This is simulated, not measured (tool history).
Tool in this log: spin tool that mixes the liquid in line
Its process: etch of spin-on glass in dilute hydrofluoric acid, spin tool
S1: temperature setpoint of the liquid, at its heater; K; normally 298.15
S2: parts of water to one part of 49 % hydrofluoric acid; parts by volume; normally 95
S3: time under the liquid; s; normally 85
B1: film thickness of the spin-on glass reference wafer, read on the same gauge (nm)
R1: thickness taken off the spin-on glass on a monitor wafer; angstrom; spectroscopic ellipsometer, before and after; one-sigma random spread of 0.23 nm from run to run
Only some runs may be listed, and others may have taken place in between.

{"run": 1, "hour": 0.0, "S1": 298.15, "S2": 95, "S3": 85, "B1": 120, "R1": 365.4}
{"run": 2, "hour": 91.5, "S1": 298.15, "S2": 95, "S3": 85, "B1": 119.99, "R1": 363}
{"run": 3, "hour": 123.3, "S1": 298.15, "S2": 95, "S3": 85, "B1": 120, "R1": 361.9}
{"run": 4, "hour": 186.4, "S1": 298.15, "S2": 70, "S3": 85, "B1": 120.04, "R1": 510.7}
{"run": 5, "hour": 228.4, "S1": 298.15, "S2": 70, "S3": 85, "B1": 120.05, "R1": 508.8}
{"run": 6, "hour": 254.5, "S1": 298.15, "S2": 95, "S3": 85, "B1": 119.99, "R1": 358.1}
{"run": 7, "hour": 297.7, "S1": 298.15, "S2": 105, "S3": 70, "B1": 119.99, "R1": 267.5}
{"run": 8, "hour": 368.9, "S1": 298.15, "S2": 105, "S3": 70, "B1": 120, "R1": 263.8}
{"run": 9, "hour": 398.7, "S1": 298.15, "S2": 95, "S3": 85, "B1": 119.99, "R1": 356}
{"run": 10, "hour": 438.9, "S1": 298.15, "S2": 95, "S3": 85, "B1": 120.02, "R1": 360.8}
{"run": 11, "hour": 499.2, "S1": 298.15, "S2": 95, "S3": 85, "B1": 119.95, "R1": 358.6}
{"run": 12, "hour": 552.5, "S1": 298.15, "S2": 95, "S3": 85, "B1": 120, "R1": 358.2}
{"run": 13, "hour": 599.0, "S1": 298.15, "S2": 95, "S3": 85, "B1": 120, "R1": 354.5}
{"run": 14, "hour": 654.2, "S1": 299.65, "S2": 65, "S3": 85, "B1": 119.97, "R1": 571.6}
{"run": 15, "hour": 814.9, "S1": 299.65, "S2": 65, "S3": 85, "B1": 119.99, "R1": 568.8}
{"run": 16, "hour": 870.1, "S1": 299.65, "S2": 65, "S3": 85, "B1": 119.97, "R1": 568.1}
{"run": 17, "hour": 932.2, "S1": 300.15, "S2": 95, "S3": 85, "B1": 119.96, "R1": 382.3}
{"run": 18, "hour": 984.4, "S1": 300.65, "S2": 55, "S3": 45, "B1": 120, "R1": 376.5}
{"run": 19, "hour": 1053.3, "S1": 301.15, "S2": 95, "S3": 120, "B1": 120.01, "R1": 553.5}
{"run": 20, "hour": 1117.8, "S1": 296.65, "S2": 110, "S3": 85, "B1": 120.01, "R1": 277.7}
{"run": 21, "hour": 1157.1, "S1": 298.15, "S2": 95, "S3": 85, "B1": 120.01, "R1": 350.3}
{"run": 22, "hour": 1190.8, "S1": 302.65, "S2": 125, "S3": 40, "B1": 120.02, "R1": 142.4}
{"run": 23, "hour": 1238.4, "S1": 295.65, "S2": 95, "S3": 55, "B1": 119.98, "R1": 206}
{"run": 24, "hour": 1291.2, "S1": 302.65, "S2": 125, "S3": 105, "B1": 120.01, "R1": 408.8}
{"run": 25, "hour": 1334.5, "S1": 298.15, "S2": 95, "S3": 85, "B1": 120.07, "R1": 376.3}
{"run": 26, "hour": 1391.8, "S1": 293.65, "S2": 120, "S3": 65, "B1": 119.94, "R1": 185.2}
{"run": 27, "hour": 1430.2, "S1": 298.15, "S2": 95, "S3": 85, "B1": 120.02, "R1": 380.9}
{"run": 28, "hour": 1500.3, "S1": 298.15, "S2": 140, "S3": 115, "B1": 120, "R1": 326.1}
{"run": 29, "hour": 1546.0, "S1": 298.15, "S2": 95, "S3": 85, "B1": 120.04, "R1": 377.1}
{"run": 30, "hour": 1600.5, "S1": 298.15, "S2": 95, "S3": 85, "B1": 119.96, "R1": 377.6}
{"run": 31, "hour": 1643.6, "S1": 299.65, "S2": 45, "S3": 70, "B1": 120.02, "R1": 746.6}
{"run": 32, "hour": 1679.3, "S1": 302.15, "S2": 80, "S3": 135, "B1": 119.99, "R1": 846.3}
{"run": 33, "hour": 1724.5, "S1": 302.65, "S2": 135, "S3": 85, "B1": 120.01, "R1": 298.8}

Not shown: 3 entries that the log had between the listed runs. Between which runs, and how does the tool's hidden state differ before and after?
Between runs 13 and 14: hydrofluoric acid flow meter replaced (hour 641.2)
  liquid colder than its thermometer reads (K): 1.94 -> 1.99
  the result without the hidden state subtracted from the measured one, R1: -28.5 -> -47.6 angstrom
Between runs 17 and 18: gauge calibrated (hour 963.3)
  liquid colder than its thermometer reads (K): 2.23 -> 2.28
  the result without the hidden state subtracted from the measured one, R1: -34.8 -> -36.2 angstrom
Between runs 23 and 24: thermometer replaced (hour 1259.4)
  liquid colder than its thermometer reads (K): 2.5 -> 0.382
  the result without the hidden state subtracted from the measured one, R1: -22.1 -> -5.8 angstrom
